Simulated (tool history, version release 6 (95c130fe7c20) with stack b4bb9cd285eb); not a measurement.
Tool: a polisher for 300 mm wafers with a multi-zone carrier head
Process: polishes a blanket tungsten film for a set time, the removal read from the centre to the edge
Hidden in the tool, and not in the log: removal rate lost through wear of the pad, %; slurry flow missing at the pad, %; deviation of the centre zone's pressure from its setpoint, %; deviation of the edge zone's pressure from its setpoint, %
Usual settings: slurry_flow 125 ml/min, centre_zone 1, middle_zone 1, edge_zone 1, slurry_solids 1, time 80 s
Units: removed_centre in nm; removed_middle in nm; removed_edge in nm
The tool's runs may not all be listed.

run,hour,slurry_flow,centre_zone,middle_zone,edge_zone,slurry_solids,time,wafers since the last listed run,wafers polished on this pad,hours since the slurry nozzle was cleaned,hours since the centre zone pressure was calibrated,hours since the edge zone pressure was calibrated,hours since the carrier head's membrane was replaced,"incoming thickness of the incoming film, nm",removed_centre,removed_middle,removed_edge
1,0,125,1,1,1,1,80,0,116,804.8,621,1095.6,485.9,1556,489,463,472.1
2,7.8,125,1,1,1,1,80,93,209,812.6,628.8,1103.4,493.7,1566.8,477.6,472.2,471.5
3,22.1,125,1,1,1,1,80,171,381,826.9,643.1,1117.7,508,1562.7,484.4,461.9,463.4
4,34.8,125,1,1,1,1,80,152,533,839.6,655.8,1130.4,520.7,1536.8,483.6,467.8,465.1
# hour 40.1: carrier head's membrane replaced by a new one
5,46.1,125,1,1,1,0.75,80,75,609,850.9,667.1,1141.7,6,1574.3,465.9,427.1,439.6
6,83.7,160,1.05,1,1,1,80,451,1060,888.5,704.7,1179.3,43.6,1574.7,534,481.7,483.6
# hour 96.1: worn pad replaced by a new one
7,100.4,100,1,1,1,1,93,152,51,905.2,721.4,1196,60.3,1537.5,550.4,526.6,527.8
8,107.8,125,1,1.1,1.11,1.2,56,88,140,912.6,728.8,1203.4,67.7,1547.4,365.5,367.9,363.2
# hour 112.6: slurry nozzle cleaned
# hour 114: edge zone pressure recalibrated
9,114.5,125,0.97,1,1,1.25,80,51,191,1.9,735.5,0.5,74.4,1515.1,503.5,490.5,488.9
10,122.1,125,0.9,1,1,1,80,91,282,9.5,743.1,8.1,82,1577,448.9,463.4,470.9
11,133.9,125,1,1,1,1.25,71,141,424,21.3,754.9,19.9,93.8,1543.7,462,432,446.4
12,145.5,95,1,1.06,0.95,1,73,139,563,32.9,766.5,31.5,105.4,1517.8,421.4,427.5,402.4
13,156.9,125,1,1,1,1.15,80,136,700,44.3,777.9,42.9,116.8,1556.6,510.1,482.4,482.8
# hour 163.7: centre zone pressure recalibrated
14,172,125,1,1,1,1,80,157,857,59.4,8.3,58,131.9,1561.3,453.1,463.6,468.7
15,185.6,125,1,0.92,1,1.3,67,163,1020,73,21.9,71.6,145.5,1553,395.3,388.6,424.6
16,198.1,125,1,1,1,1,80,149,1170,85.5,34.4,84.1,158,1556.7,446.2,460.1,470.9
# hour 208.1: worn pad replaced by a new one
17,208.6,125,1,1,1,1,80,77,6,96,44.9,94.6,168.5,1570.3,462.7,460.7,469
18,248.3,160,1,1.03,0.9,1,99,476,482,135.7,84.6,134.3,208.2,1536.5,589.2,612.8,574.3
19,256.6,95,1,1.04,1,1.2,62,99,581,144,92.9,142.6,216.5,1521.1,361.3,372.7,373.1
20,267.7,145,1,1,1,1,80,133,715,155.1,104,153.7,227.6,1544.2,460.2,467.1,480.2
21,285.2,170,1,1,1,1,80,209,924,172.6,121.5,171.2,245.1,1568.6,476.8,476.9,491.8

Measured less the same run without the tool's hidden state. The same run-to-run variation is in both; the gauge's scatter may not be:
run,removed_centre
1,+33.4
2,+33.1
3,+34.4
4,+35.1
5,+34.4
6,+41.5
7,+44
8,+29.5
9,+41.2
10,+37.3
11,+38.7
12,+35.9
13,+44
14,-1.7
15,-0.8
16,-0.1
17,+0.5
18,+3.8
19,+2.7
20,+4.2
21,+5.4
removed_middle: within 0.3 nm of the measured result in every run.
removed_edge: 0 in every run.
